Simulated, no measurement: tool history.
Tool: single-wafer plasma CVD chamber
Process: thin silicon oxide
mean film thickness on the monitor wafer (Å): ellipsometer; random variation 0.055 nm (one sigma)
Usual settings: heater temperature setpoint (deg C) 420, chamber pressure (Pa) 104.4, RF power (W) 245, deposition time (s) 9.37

| run | hour | heater temperature setpoint (deg C) | chamber pressure (Pa) | RF power (W) | deposition time (s) | wafers since the last listed run | hours since the last thermocouple change | hours since the last RF generator calibration | hours since the last manometer calibration | hours since the showerhead was replaced | hours since the gauge calibration | read-back reference wafer on the same gauge, thickness_nm | mean film thickness on the monitor wafer (Å) |
|---|---|---|---|---|---|---|---|---|---|---|---|---|---|
| 1 | 0 | 420 | 104.4 | 245 | 9.37 | 0 | 2045.5 | 219.1 | 1716.4 | 2583 | 44.9 | 18.607 | 160.8 |
| 2 | 47 | 420 | 104.4 | 245 | 9.37 | 1432 | 2092.5 | 266.1 | 1763.4 | 2630 | 91.9 | 18.593 | 160.6 |
| 3 | 87.7 | 420 | 104.4 | 245 | 9.37 | 1240 | 2133.2 | 306.8 | 1804.1 | 2670.7 | 132.6 | 18.591 | 159.4 |
| 4 | 115.9 | 420 | 104.4 | 245 | 9.37 | 859 | 2161.4 | 335 | 1832.3 | 2698.9 | 160.8 | 18.587 | 159.96 |
| 5 | 152.3 | 420 | 104.4 | 245 | 9.37 | 1109 | 2197.8 | 371.4 | 1868.7 | 2735.3 | 197.2 | 18.601 | 158.93 |
| 6 | 222.3 | 420 | 104.4 | 245 | 9.37 | 2133 | 2267.8 | 441.4 | 1938.7 | 2805.3 | 267.2 | 18.603 | 159.38 |
| 7 | 363.3 | 420 | 104.4 | 245 | 9.37 | 4298 | 2408.8 | 582.4 | 2079.7 | 2946.3 | 408.2 | 18.606 | 160.24 |
| 8 | 406.2 | 420 | 104.4 | 245 | 9.37 | 1307 | 2451.7 | 625.3 | 2122.6 | 2989.2 | 451.1 | 18.604 | 158.3 |
|  | 437.6 | capacitance manometer re-zeroed and calibrated |
| 9 | 558.1 | 420 | 104.4 | 245 | 9.37 | 4386 | 2603.6 | 777.2 | 120.5 | 3141.1 | 603 | 18.617 | 158.89 |
| 10 | 609.3 | 420 | 104.4 | 245 | 9.37 | 1560 | 2654.8 | 828.4 | 171.7 | 3192.3 | 654.2 | 18.58 | 158.76 |
| 11 | 647.9 | 420 | 104.4 | 245 | 9.37 | 1176 | 2693.4 | 867 | 210.3 | 3230.9 | 692.8 | 18.624 | 157.48 |
| 12 | 680.7 | 423 | 104.4 | 245 | 9.37 | 999 | 2726.2 | 899.8 | 243.1 | 3263.7 | 725.6 | 18.621 | 157.48 |
| 13 | 738.4 | 423 | 104.4 | 245 | 9.37 | 1758 | 2783.9 | 957.5 | 300.8 | 3321.4 | 783.3 | 18.619 | 156.69 |
| 14 | 788.6 | 420 | 104.4 | 245 | 9.37 | 1530 | 2834.1 | 1007.7 | 351 | 3371.6 | 833.5 | 18.6 | 156.46 |
|  | 793.7 | gauge calibrated |
|  | 815.2 | showerhead replaced |
| 15 | 827.5 | 420 | 116.5 | 245 | 7.57 | 941 | 2873 | 1046.6 | 389.9 | 12.3 | 33.8 | 18.589 | 139.63 |
| 16 | 858.6 | 432 | 104.4 | 245 | 8.6 | 948 | 2904.1 | 1077.7 | 421 | 43.4 | 64.9 | 18.585 | 142.79 |
| 17 | 899.9 | 426 | 104.4 | 270 | 7.57 | 1258 | 2945.4 | 1119 | 462.3 | 84.7 | 106.2 | 18.593 | 134.33 |
| 18 | 968.8 | 420 | 104.4 | 295 | 9.37 | 2100 | 3014.3 | 1187.9 | 531.2 | 153.6 | 175.1 | 18.607 | 175.5 |
| 19 | 1026.2 | 420 | 104.4 | 245 | 9.37 | 1749 | 3071.7 | 1245.3 | 588.6 | 211 | 232.5 | 18.601 | 156.55 |
|  | 1067.1 | thermocouple changed; heater temperature recalibrated |
| 20 | 1083.7 | 431 | 87.1 | 245 | 8.51 | 1508 | 16.6 | 1302.8 | 646.1 | 268.5 | 290 | 18.603 | 116.96 |
|  | 1105.8 | RF generator calibrated |
| 21 | 1123.8 | 420 | 104.4 | 245 | 9.37 | 978 | 56.7 | 18 | 686.2 | 308.6 | 330.1 | 18.587 | 160.54 |
| 22 | 1152.2 | 420 | 104.4 | 245 | 9.37 | 865 | 85.1 | 46.4 | 714.6 | 337 | 358.5 | 18.596 | 161.05 |
| 23 | 1191.7 | 420 | 104.4 | 295 | 8.6 | 1204 | 124.6 | 85.9 | 754.1 | 376.5 | 398 | 18.596 | 165.51 |
| 24 | 1254.6 | 428 | 104.4 | 275 | 9.37 | 1917 | 187.5 | 148.8 | 817 | 439.4 | 460.9 | 18.57 | 171.53 |
| 25 | 1310.8 | 420 | 104.4 | 245 | 9.37 | 1713 | 243.7 | 205 | 873.2 | 495.6 | 517.1 | 18.603 | 159.73 |
| 26 | 1375.2 | 420 | 104.4 | 245 | 9.37 | 1963 | 308.1 | 269.4 | 937.6 | 560 | 581.5 | 18.621 | 160.52 |
| 27 | 1407.9 | 433 | 84.3 | 260 | 10.83 | 996 | 340.8 | 302.1 | 970.3 | 592.7 | 614.2 | 18.597 | 153.55 |

The tool's hidden state at each run:
wafer temperature above the value expected at the setpoint (K): 0 in every run
true pressure above the setpoint (%): 0 in every run
gauge reads high (%): 0 in every run
H1: delivered RF power above the setpoint (%)
| run | H1 |
|---|---|
| 1 | -0.733 |
| 2 | -0.795 |
| 3 | -0.858 |
| 4 | -0.908 |
| 5 | -0.978 |
| 6 | -1.13 |
| 7 | -1.53 |
| 8 | -1.67 |
| 9 | -2.25 |
| 10 | -2.47 |
| 11 | -2.65 |
| 12 | -2.81 |
| 13 | -3.1 |
| 14 | -3.37 |
| 15 | -3.59 |
| 16 | -3.77 |
| 17 | -4.01 |
| 18 | -4.45 |
| 19 | -4.83 |
| 20 | -5.22 |
| 21 | -0.885 |
| 22 | -0.89 |
| 23 | -0.904 |
| 24 | -0.944 |
| 25 | -0.998 |
| 26 | -1.08 |
| 27 | -1.13 |
